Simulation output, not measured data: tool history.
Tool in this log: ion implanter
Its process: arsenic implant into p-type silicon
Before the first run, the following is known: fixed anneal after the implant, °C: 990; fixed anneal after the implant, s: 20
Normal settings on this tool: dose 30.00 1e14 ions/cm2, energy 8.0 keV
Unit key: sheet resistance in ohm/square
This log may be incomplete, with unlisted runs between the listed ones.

run,hour,dose,energy,wafers since the last listed run,hours since the last dose calibration,hours since the extraction supply was calibrated,hours since the gauge calibration,"read-back reference wafer on the same gauge, sheet resistance",sheet resistance
1,0.0,30.00,9.5,0,805.4,6356.2,407.8,146.04,129.24
# hour 58.5: Faraday cup replaced and dose calibrated
2,76.4,30.00,9.5,692,17.9,6432.6,484.2,146.01,128.39
3,139.4,30.00,8.0,637,80.9,6495.6,547.2,145.99,132.60
4,219.1,30.00,8.0,807,160.6,6575.3,626.9,146.00,132.82
# hour 314.2: gauge calibrated
5,436.1,32.04,8.0,2197,377.6,6792.3,121.9,145.99,131.47
# hour 496.3: extraction supply calibrated
6,514.9,32.04,8.0,716,456.4,18.6,200.7,145.94,131.25
7,556.7,32.04,8.0,423,498.2,60.4,242.5,146.03,131.69
8,814.6,23.23,9.0,2611,756.1,318.3,500.4,145.95,135.25
9,911.2,25.69,6.0,978,852.7,414.9,597.0,146.07,142.47
10,995.6,30.00,8.0,854,937.1,499.3,681.4,146.05,133.05
# hour 1004.8: gauge calibrated
11,1042.6,22.63,10.5,475,984.1,546.3,37.8,146.03,132.13
# hour 1058.2: Faraday cup replaced and dose calibrated
12,1081.2,36.48,5.5,309,23.0,584.9,76.4,146.08,136.70
13,1123.6,22.46,10.0,429,65.4,627.3,118.8,145.93,131.87
14,1194.6,24.46,7.0,718,136.4,698.3,189.8,146.01,138.90
15,1301.3,37.55,6.5,1080,243.1,805.0,296.5,146.04,132.72
16,1340.7,30.00,8.0,398,282.5,844.4,335.9,145.95,132.74

Measured less the same run without the tool's hidden state. The same run-to-run variation is in both; the gauge's scatter may not be:
The tool's hidden condition here consists of: deviation of the true dose from the Faraday cup's reading, %; deviation of the true energy from its setpoint, %; gauge reads high (%).
run,sheet resistance
1,+0.71
2,+0.13
3,+0.20
4,+0.28
5,+0.49
6,+0.56
7,+0.61
8,+1.01
9,+1.22
10,+1.09
11,+1.22
12,-0.03
13,+0.01
14,+0.09
15,+0.16
16,+0.22
